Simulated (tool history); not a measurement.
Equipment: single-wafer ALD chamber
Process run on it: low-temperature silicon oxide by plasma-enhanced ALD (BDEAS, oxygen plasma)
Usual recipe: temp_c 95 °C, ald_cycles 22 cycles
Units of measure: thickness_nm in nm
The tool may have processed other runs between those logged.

run    hour  temp_c  ald_cycles  wafers since the last listed run  hours since the last thermocouple change  hours since the gauge calibration  read-back reference wafer on the same gauge, thickness_nm  thickness_nm
  1       0      85          23                                 0                                    1248.9                             1323.9                                                      3.203         3.358
  2    44.8      85          23                               398                                    1293.7                             1368.7                                                      3.204         3.357
  3   145.2      85          23                               892                                    1394.1                             1469.1                                                        3.2         3.352
  4   222.2      95          22                               684                                    1471.1                             1546.1                                                      3.201         3.102
  5     311      95          22                               789                                    1559.9                             1634.9                                                        3.2         3.127
      397.4  -- thermocouple changed; heater temperature recalibrated
  6   496.5      95          22                              1577                                      99.1                             1820.4                                                      3.201         3.061
  7   546.9      95          26                               447                                     149.5                             1870.8                                                      3.198         3.627
  8   636.2      95          26                               793                                     238.8                             1960.1                                                        3.2         3.654
  9   724.7      95          26                               786                                     327.3                             2048.6                                                      3.199         3.627
 10   780.7      95          22                               497                                     383.3                             2104.6                                                        3.2         3.098
 11     839      95          22                               518                                     441.6                             2162.9                                                      3.198         3.075
 12   908.8      87          22                               620                                     511.4                             2232.7                                                      3.197         3.143
 13   977.8      87          22                               613                                     580.4                             2301.7                                                      3.198         3.159
 14  1052.8      87          22                               666                                     655.4                             2376.7                                                      3.202         3.156
 15  1103.2     102          22                               447                                     705.8                             2427.1                                                      3.201         3.023
       1125  -- gauge calibrated
 16  1187.5     102          22                               749                                     790.1                               62.5                                                      3.201         3.017
 17  1289.4      95          25                               905                                       892                              164.4                                                      3.198         3.526
 18  1389.9      95          25                               893                                     992.5                              264.9                                                        3.2         3.523
 19  1435.7      95          22                               407                                    1038.3                              310.7                                                        3.2         3.097
 20  1510.3      95          24                               663                                    1112.9                              385.3                                                        3.2         3.394
 21  1596.4     102          21                               765                                      1199                              471.4                                                      3.203         2.895
 22  1697.5     109          19                               898                                    1300.1                              572.5                                                      3.197         2.596
 23  1796.4      89          24                               879                                      1399                              671.4                                                      3.201         3.473
 24  1878.4      95          22                               728                                      1481                              753.4                                                      3.199         3.101
     1942.9  -- thermocouple changed; heater temperature recalibrated
 25  1957.6      95          22                               632                                      14.7                              832.6                                                      3.199         3.086
 26  2025.3      83          22                               601                                      82.4                              900.3                                                      3.201           3.2
 27  2099.5      95          22                               659                                     156.6                              974.5                                                      3.198         3.074
 28  2175.2      88          26                               672                                     232.3                             1050.2                                                        3.2         3.724
 29  2381.6      82          26                              1834                                     438.7                             1256.6                                                        3.2         3.773
 30  2484.6      88          19                               915                                     541.7                             1359.6                                                      3.199         2.722
 31  2580.3      86          25                               850                                     637.4                             1455.3                                                      3.201         3.607
 32    2648      85          22                               601                                     705.1                               1523                                                      3.203           3.2
 33  2709.9      95          22                               550                                       767                             1584.9                                                      3.202         3.078
 34    2754      99          21                               391                                     811.1                               1629                                                      3.199         2.913
 35  2860.6     102          23                               947                                     917.7                             1735.6                                                      3.198         3.164
 36  2943.6      95          18                               737                                    1000.7                             1818.6                                                      3.197         2.521
 37  2997.8     100          22                               481                                    1054.9                             1872.8                                                      3.203         3.076

The tool's hidden state at each run:
gauge reads high (%): 0, the same for each run
H1: wafer temperature above the value expected at the setpoint (K)
run       H1
  1    -4.24
  2     -4.4
  3    -4.74
  4    -5.01
  5    -5.32
  6    -0.04
  7   -0.215
  8   -0.525
  9   -0.832
 10    -1.03
 11    -1.23
 12    -1.47
 13    -1.71
 14    -1.97
 15    -2.14
 16    -2.44
 17    -2.79
 18    -3.14
 19     -3.3
 20    -3.56
 21    -3.86
 22    -4.21
 23    -4.55
 24    -4.83
 25    0.161
 26  -0.0743
 27   -0.332
 28   -0.594
 29    -1.31
 30    -1.67
 31       -2
 32    -2.23
 33    -2.45
 34     -2.6
 35    -2.97
 36    -3.26
 37    -3.45
